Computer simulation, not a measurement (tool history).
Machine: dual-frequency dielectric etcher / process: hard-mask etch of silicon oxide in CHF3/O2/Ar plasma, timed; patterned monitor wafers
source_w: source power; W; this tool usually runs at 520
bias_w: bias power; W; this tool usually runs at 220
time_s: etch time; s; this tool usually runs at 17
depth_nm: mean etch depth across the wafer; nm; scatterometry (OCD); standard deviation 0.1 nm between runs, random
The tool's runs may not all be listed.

run,hour,source_w,bias_w,time_s,"read-back reference wafer on the same gauge, depth_nm",depth_nm
1,0,520,220,17,41.81,35.32
2,79.3,520,220,17,41.78,35.38
3,144,520,220,17,41.79,35.43
4,232,520,220,17,41.8,35.15
# hour 345.3: wet clean of the chamber
5,345.8,520,220,17,41.81,35.21
6,428.4,480,220,17,41.83,34.45
7,664.8,480,220,17,41.8,34.38
8,740.2,480,220,17,41.79,34.22
9,780.6,520,259,18,41.81,38.4
# hour 785.5: bias power generator calibrated
10,826.1,520,259,18,41.78,38.34
# hour 885.7: wet clean of the chamber
11,886.2,520,259,18,41.82,38.45
12,935.4,560,220,17,41.79,35.95
13,1024.2,560,203,21.5,41.8,44.92
14,1091.5,520,220,17,41.81,35.16
15,1187.2,520,220,17,41.81,35.23
16,1246.5,520,220,17,41.8,35.19
17,1331.2,520,220,17,41.78,35.15

The next listed run, before its measurement:
# hour 1393.4: gauge calibrated
18,1415.9,640,180,12.5,?,?

Run 18 gave read-back reference wafer on the same gauge, depth_nm 41.82, depth_nm 26.74 nm.
Minus the tool's unlogged condition, the same run would have read depth_nm 27.07 nm.
